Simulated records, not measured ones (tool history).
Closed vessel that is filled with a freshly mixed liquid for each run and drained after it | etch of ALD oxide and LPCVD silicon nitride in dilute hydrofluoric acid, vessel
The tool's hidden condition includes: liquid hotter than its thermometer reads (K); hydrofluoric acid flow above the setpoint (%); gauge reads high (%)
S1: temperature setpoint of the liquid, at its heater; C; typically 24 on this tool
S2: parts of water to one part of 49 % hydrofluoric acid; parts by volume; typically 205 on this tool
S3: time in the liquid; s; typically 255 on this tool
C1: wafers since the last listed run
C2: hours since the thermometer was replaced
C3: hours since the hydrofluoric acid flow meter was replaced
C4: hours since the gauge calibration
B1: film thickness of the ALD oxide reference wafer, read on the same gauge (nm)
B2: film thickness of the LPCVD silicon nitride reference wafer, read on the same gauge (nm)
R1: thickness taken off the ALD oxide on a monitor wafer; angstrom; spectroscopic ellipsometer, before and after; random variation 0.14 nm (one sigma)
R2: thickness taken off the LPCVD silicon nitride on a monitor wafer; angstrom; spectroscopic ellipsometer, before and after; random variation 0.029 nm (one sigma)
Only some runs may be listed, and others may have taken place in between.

run	day	S1	S2	S3	C1	C2	C3	C4	B1	B2	R1	R2
1	0	24	205	255	0	1903.1	20	1513	70.02	140.003	270.1	7.58
2	3.538	24	205	255	5841	1988	104.9	1597.9	70.01	140.023	273.9	8.08
3	6.617	20	205	200	5084	2061.9	178.8	1671.8	69.99	140.014	187.2	4.53
# day 7.488: thermometer replaced
4	9.592	24	165	255	4843	50.5	250.2	1743.2	70.01	140.005	340.1	8.73
5	13.717	24	165	255	6811	149.5	349.2	1842.2	70	139.997	343.8	8.38
6	16.942	24	165	255	5325	226.9	426.6	1919.6	69.99	139.984	343.8	8.8
7	20.6	24	205	255	6040	314.7	514.4	2007.4	69.98	140.016	263.5	7.14
8	23.975	22.5	205	255	5572	395.7	595.4	2088.4	70.03	140.023	251.4	6.5
9	28.433	22.5	295	310	7361	502.7	702.4	2195.4	70	140.001	195.4	5.74
10	31.096	22.5	155	125	4396	566.6	766.3	2259.3	70	139.983	170.7	4.07
11	35.283	19	165	120	6914	667.1	866.8	2359.8	70.02	140.031	133.6	2.96
12	37.883	24	205	255	4293	729.5	929.2	2422.2	70.05	139.994	266.1	7.49
13	39.692	24	250	255	2985	772.9	972.6	2465.6	70.03	139.99	207.3	5.71
14	41.583	24	205	255	3123	818.3	1018	2511	70.01	140.021	266.1	6.53
# day 43.029: hydrofluoric acid flow meter replaced
15	43.854	19.5	175	255	3680	872.8	19.8	2565.5	70.01	139.998	276.3	6.2
# day 45.433: gauge calibrated
16	48.012	19.5	205	390	6866	972.6	119.6	61.9	70.01	139.994	349	8.24
17	50.525	19	135	165	4148	1032.9	179.9	122.2	70.01	139.99	236.2	5.06
18	53.229	20.5	145	175	4465	1097.8	244.8	187.1	69.99	140.003	242.5	5.43
19	56.446	29	110	300	5311	1175	322	264.3	69.96	139.994	794.3	22.17
20	59.038	26	160	410	4279	1237.2	384.2	326.5	70.01	139.997	622.9	16.91
21	62.762	24	205	380	6150	1326.6	473.6	415.9	70.01	139.992	400.3	10.95
22	66.192	24	205	255	5662	1408.9	555.9	498.2	70.01	140.008	271.5	7.37
23	68.817	22.5	165	255	4334	1471.9	618.9	561.2	69.96	140.015	327.6	8.6
24	70.558	24	205	255	2875	1513.7	660.7	603	69.97	140.039	271.3	7.81
25	73.008	22	205	255	4045	1572.5	719.5	661.8	69.99	139.989	252.8	6.95
26	76.317	22.5	175	350	5462	1651.9	798.9	741.2	70	140.017	426.9	10.91

Below are 4 alternative next runs, each starting from the tool's condition after run 26. Predict each:
A	76.346	24	205	255	48	1652.6	799.6	741.9	?	?	?	?
B	76.346	26	260	355	48	1652.6	799.6	741.9	?	?	?	?
C	76.346	26	245	255	48	1652.6	799.6	741.9	?	?	?	?
D	76.346	28	205	365	48	1652.6	799.6	741.9	?	?	?	?

run	B1	B2	R1	R2
A	70.01	139.972	270.4	7.29
B	70.01	139.972	300	9.04
C	70.01	139.972	232.5	6.89
D	70.01	139.972	446.2	13.34
Stripped of hidden state, with their random variation kept, the same runs would have yielded:
run	R1	R2
A	259.7	6.8
B	288.9	8.46
C	223.7	6.45
D	429.4	12.48
